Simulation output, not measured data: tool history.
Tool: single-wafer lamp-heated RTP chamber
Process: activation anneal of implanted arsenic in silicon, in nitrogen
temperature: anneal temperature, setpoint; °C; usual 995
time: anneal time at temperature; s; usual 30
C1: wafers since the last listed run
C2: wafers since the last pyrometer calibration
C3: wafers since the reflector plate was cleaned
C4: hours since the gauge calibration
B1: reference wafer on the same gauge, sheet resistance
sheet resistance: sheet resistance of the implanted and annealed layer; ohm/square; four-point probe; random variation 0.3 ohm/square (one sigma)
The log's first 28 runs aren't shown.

{"run": 29, "day": 86.833, "temperature": 984, "time": 25, "C1": 934, "C2": 2360, "C3": 2761, "C4": 329.5, "B1": 186.07, "sheet resistance": 202.86}
{"run": 30, "day": 89.767, "temperature": 1007, "time": 35, "C1": 785, "C2": 3146, "C3": 3547, "C4": 399.9, "B1": 186.02, "sheet resistance": 196.46}
{"run": 31, "day": 92.925, "temperature": 972, "time": 43, "C1": 845, "C2": 3992, "C3": 4393, "C4": 475.7, "B1": 186.1, "sheet resistance": 200.68}
{"run": 32, "day": 97.179, "temperature": 970, "time": 13, "C1": 1139, "C2": 5131, "C3": 5532, "C4": 577.8, "B1": 186.02, "sheet resistance": 205.98}
{"run": 33, "day": 101.217, "temperature": 995, "time": 30, "C1": 1081, "C2": 6213, "C3": 6613, "C4": 674.7, "B1": 186.01, "sheet resistance": 198.87}
{"day": 102.925, "done": "pyrometer window cleaned and pyrometer calibrated"}
{"run": 34, "day": 103.65, "temperature": 995, "time": 30, "C1": 562, "C2": 194, "C3": 7176, "C4": 733.1, "B1": 185.88, "sheet resistance": 200.34}
{"run": 35, "day": 106.629, "temperature": 995, "time": 30, "C1": 797, "C2": 992, "C3": 7974, "C4": 804.6, "B1": 185.99, "sheet resistance": 199.76}
{"run": 36, "day": 109.529, "temperature": 1020, "time": 30, "C1": 776, "C2": 1769, "C3": 8751, "C4": 874.2, "B1": 186.04, "sheet resistance": 194.86}

4 ways to go on from here, each from the tool as it stands after run 36. What would each give?
{"run": "A", "day": 109.546, "temperature": 986, "time": 30, "C1": 4, "C2": 1773, "C3": 8755, "C4": 874.6, "B1": "?", "sheet resistance": "?"}
{"run": "B", "day": 109.546, "temperature": 995, "time": 39, "C1": 4, "C2": 1773, "C3": 8755, "C4": 874.6, "B1": "?", "sheet resistance": "?"}
{"run": "C", "day": 109.546, "temperature": 968, "time": 30, "C1": 4, "C2": 1773, "C3": 8755, "C4": 874.6, "B1": "?", "sheet resistance": "?"}
{"run": "D", "day": 109.546, "temperature": 1005, "time": 17, "C1": 4, "C2": 1773, "C3": 8755, "C4": 874.6, "B1": "?", "sheet resistance": "?"}

run=A B1=185.93 sheet_resistance=200.85
run=B B1=185.93 sheet_resistance=197.6
run=C B1=185.93 sheet_resistance=203.09
run=D B1=185.93 sheet_resistance=201.83
Without the tool's hidden state the same runs would have given:
run=A sheet_resistance=202.48
run=B sheet_resistance=199.72
run=C sheet_resistance=204.31
run=D sheet_resistance=203.37
